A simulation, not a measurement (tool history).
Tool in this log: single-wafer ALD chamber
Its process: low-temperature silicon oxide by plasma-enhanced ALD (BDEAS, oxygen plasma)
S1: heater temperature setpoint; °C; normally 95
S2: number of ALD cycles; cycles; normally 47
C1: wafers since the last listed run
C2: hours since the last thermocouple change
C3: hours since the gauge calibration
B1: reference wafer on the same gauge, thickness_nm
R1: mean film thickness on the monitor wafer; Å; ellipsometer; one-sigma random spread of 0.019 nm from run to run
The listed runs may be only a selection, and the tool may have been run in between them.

{"run": 1, "hour": 0.0, "S1": 95, "S2": 47, "C1": 0, "C2": 1615.8, "C3": 96.4, "B1": 6.638, "R1": 68.66}
{"run": 2, "hour": 6.2, "S1": 95, "S2": 47, "C1": 42, "C2": 1622, "C3": 102.6, "B1": 6.641, "R1": 68.72}
{"run": 3, "hour": 12.4, "S1": 95, "S2": 47, "C1": 42, "C2": 1628.2, "C3": 108.8, "B1": 6.64, "R1": 68.98}
{"run": 4, "hour": 24.0, "S1": 95, "S2": 47, "C1": 80, "C2": 1639.8, "C3": 120.4, "B1": 6.64, "R1": 68.97}
{"run": 5, "hour": 34.7, "S1": 95, "S2": 47, "C1": 73, "C2": 1650.5, "C3": 131.1, "B1": 6.64, "R1": 69.07}
{"run": 6, "hour": 56.2, "S1": 95, "S2": 47, "C1": 148, "C2": 1672, "C3": 152.6, "B1": 6.644, "R1": 69.18}
{"run": 7, "hour": 72.8, "S1": 95, "S2": 47, "C1": 114, "C2": 1688.6, "C3": 169.2, "B1": 6.645, "R1": 68.35}
{"hour": 85.0, "done": "thermocouple changed; heater temperature recalibrated"}
{"run": 8, "hour": 85.5, "S1": 95, "S2": 47, "C1": 32, "C2": 0.5, "C3": 181.9, "B1": 6.645, "R1": 68.76}
{"run": 9, "hour": 101.9, "S1": 95, "S2": 39, "C1": 113, "C2": 16.9, "C3": 198.3, "B1": 6.64, "R1": 57.19}
{"run": 10, "hour": 109.6, "S1": 100, "S2": 51, "C1": 53, "C2": 24.6, "C3": 206, "B1": 6.638, "R1": 73.02}
{"hour": 122.8, "done": "gauge calibrated"}
{"run": 11, "hour": 143.3, "S1": 95, "S2": 47, "C1": 232, "C2": 58.3, "C3": 20.5, "B1": 6.641, "R1": 68.47}
{"run": 12, "hour": 157.8, "S1": 99, "S2": 50, "C1": 100, "C2": 72.8, "C3": 35, "B1": 6.635, "R1": 71.91}
{"run": 13, "hour": 167.1, "S1": 101, "S2": 43, "C1": 64, "C2": 82.1, "C3": 44.3, "B1": 6.64, "R1": 61.6}
{"run": 14, "hour": 184.3, "S1": 91, "S2": 53, "C1": 118, "C2": 99.3, "C3": 61.5, "B1": 6.646, "R1": 79.19}
{"run": 15, "hour": 197.8, "S1": 95, "S2": 47, "C1": 93, "C2": 112.8, "C3": 75, "B1": 6.643, "R1": 68.79}
{"run": 16, "hour": 215.2, "S1": 95, "S2": 44, "C1": 120, "C2": 130.2, "C3": 92.4, "B1": 6.638, "R1": 64.63}

The tool's hidden state at each run:
wafer temperature above the value expected at the setpoint (K): 0, the same for each run
gauge reads high (%): 0, the same for each run
